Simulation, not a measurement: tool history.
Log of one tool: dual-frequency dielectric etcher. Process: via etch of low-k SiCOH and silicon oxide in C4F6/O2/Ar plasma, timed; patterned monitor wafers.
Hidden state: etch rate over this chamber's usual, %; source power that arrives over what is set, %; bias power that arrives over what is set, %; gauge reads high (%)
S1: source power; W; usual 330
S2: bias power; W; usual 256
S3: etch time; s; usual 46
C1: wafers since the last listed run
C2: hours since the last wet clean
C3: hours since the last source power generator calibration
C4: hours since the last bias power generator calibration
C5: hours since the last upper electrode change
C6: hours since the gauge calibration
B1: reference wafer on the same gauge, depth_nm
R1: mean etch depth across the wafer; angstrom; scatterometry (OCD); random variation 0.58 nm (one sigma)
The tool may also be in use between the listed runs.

| run | hour | S1 | S2 | S3 | C1 | C2 | C3 | C4 | C5 | C6 | B1 | R1 |
|---|---|---|---|---|---|---|---|---|---|---|---|---|
| 1 | 0 | 330 | 256 | 46 | 0 | 368 | 1096.8 | 1408.1 | 4107.4 | 1292 | 120.1 | 1264 |
|  | 28.1 | wet clean of the chamber |
| 2 | 32 | 330 | 256 | 46 | 61 | 3.9 | 1128.8 | 1440.1 | 4139.4 | 1324 | 120 | 1298 |
| 3 | 53.3 | 280 | 282 | 46 | 164 | 25.2 | 1150.1 | 1461.4 | 4160.7 | 1345.3 | 120.1 | 1308 |
| 4 | 85.2 | 280 | 282 | 46 | 245 | 57.1 | 1182 | 1493.3 | 4192.6 | 1377.2 | 120 | 1290 |
| 5 | 100.3 | 330 | 256 | 46 | 116 | 72.2 | 1197.1 | 1508.4 | 4207.7 | 1392.3 | 119.9 | 1297 |
| 6 | 115.2 | 330 | 256 | 46 | 114 | 87.1 | 1212 | 1523.3 | 4222.6 | 1407.2 | 120 | 1289 |
| 7 | 173.7 | 330 | 256 | 40.5 | 450 | 145.6 | 1270.5 | 1581.8 | 4281.1 | 1465.7 | 120.1 | 1141 |
| 8 | 204.5 | 330 | 319 | 46 | 237 | 176.4 | 1301.3 | 1612.6 | 4311.9 | 1496.5 | 120 | 1388 |
| 9 | 239.2 | 330 | 256 | 56 | 267 | 211.1 | 1336 | 1647.3 | 4346.6 | 1531.2 | 120 | 1553 |
|  | 248.7 | gauge calibrated |
| 10 | 268.4 | 400 | 256 | 41 | 225 | 240.3 | 1365.2 | 1676.5 | 4375.8 | 19.7 | 120 | 1200 |
| 11 | 292.2 | 390 | 303 | 34.5 | 183 | 264.1 | 1389 | 1700.3 | 4399.6 | 43.5 | 120 | 1066 |
| 12 | 317.2 | 330 | 256 | 46 | 192 | 289.1 | 1414 | 1725.3 | 4424.6 | 68.5 | 119.9 | 1267 |
| 13 | 337.4 | 260 | 256 | 42.5 | 155 | 309.3 | 1434.2 | 1745.5 | 4444.8 | 88.7 | 120.3 | 1107 |
| 14 | 372.7 | 410 | 256 | 46 | 272 | 344.6 | 1469.5 | 1780.8 | 4480.1 | 124 | 119.9 | 1337 |
|  | 399.4 | upper electrode replaced |
|  | 414.4 | source power generator calibrated |
|  | 416.6 | wet clean of the chamber |
| 15 | 461.8 | 330 | 256 | 42.5 | 453 | 45.2 | 47.4 | 1869.9 | 62.4 | 213.1 | 120 | 1197 |
| 16 | 481.9 | 330 | 256 | 46 | 154 | 65.3 | 67.5 | 1890 | 82.5 | 233.2 | 120.1 | 1305 |
| 17 | 503.4 | 280 | 256 | 46 | 165 | 86.8 | 89 | 1911.5 | 104 | 254.7 | 120.1 | 1244 |
|  | 513.7 | bias power generator calibrated |
| 18 | 520.7 | 270 | 196 | 32.5 | 102 | 104.1 | 106.3 | 7 | 121.3 | 272 | 119.9 | 796 |
| 19 | 534.6 | 330 | 307 | 58 | 107 | 118 | 120.2 | 20.9 | 135.2 | 285.9 | 119.9 | 1742 |
| 20 | 564.6 | 280 | 217 | 37.5 | 231 | 148 | 150.2 | 50.9 | 165.2 | 315.9 | 120 | 951 |
| 21 | 587.2 | 270 | 310 | 54.5 | 174 | 170.6 | 172.8 | 73.5 | 187.8 | 338.5 | 120.2 | 1569 |
| 22 | 621.2 | 330 | 307 | 58 | 262 | 204.6 | 206.8 | 107.5 | 221.8 | 372.5 | 119.9 | 1743 |
| 23 | 653.8 | 410 | 319 | 57 | 251 | 237.2 | 239.4 | 140.1 | 254.4 | 405.1 | 120 | 1809 |
| 24 | 674.6 | 330 | 256 | 46 | 160 | 258 | 260.2 | 160.9 | 275.2 | 425.9 | 120.1 | 1274 |
| 25 | 704 | 270 | 309 | 59.5 | 226 | 287.4 | 289.6 | 190.3 | 304.6 | 455.3 | 120 | 1686 |
| 26 | 720.9 | 360 | 307 | 55 | 130 | 304.3 | 306.5 | 207.2 | 321.5 | 472.2 | 120 | 1657 |
| 27 | 741.9 | 410 | 236 | 46 | 161 | 325.3 | 327.5 | 228.2 | 342.5 | 493.2 | 120 | 1301 |
| 28 | 765.1 | 330 | 256 | 46 | 178 | 348.5 | 350.7 | 251.4 | 365.7 | 516.4 | 119.9 | 1257 |
| 29 | 796.8 | 380 | 202 | 32 | 244 | 380.2 | 382.4 | 283.1 | 397.4 | 548.1 | 120 | 833 |

Forecast each of these 5 alternatives for the next run:
| A | 797.2 | 330 | 297 | 46 | 3 | 380.6 | 382.8 | 283.5 | 397.8 | 548.5 | ? | ? |
| B | 797.2 | 330 | 228 | 46 | 3 | 380.6 | 382.8 | 283.5 | 397.8 | 548.5 | ? | ? |
| C | 797.2 | 370 | 279 | 53 | 3 | 380.6 | 382.8 | 283.5 | 397.8 | 548.5 | ? | ? |
| D | 797.2 | 350 | 300 | 52 | 3 | 380.6 | 382.8 | 283.5 | 397.8 | 548.5 | ? | ? |
| E | 797.2 | 300 | 223 | 54 | 3 | 380.6 | 382.8 | 283.5 | 397.8 | 548.5 | ? | ? |

| run | B1 | R1 |
|---|---|---|
| A | 120 | 1324 |
| B | 120 | 1203 |
| C | 120 | 1534 |
| D | 120 | 1524 |
| E | 120 | 1369 |
Without the tool's hidden state the same runs would have given:
| run | R1 |
|---|---|
| A | 1378 |
| B | 1251 |
| C | 1596 |
| D | 1586 |
| E | 1424 |
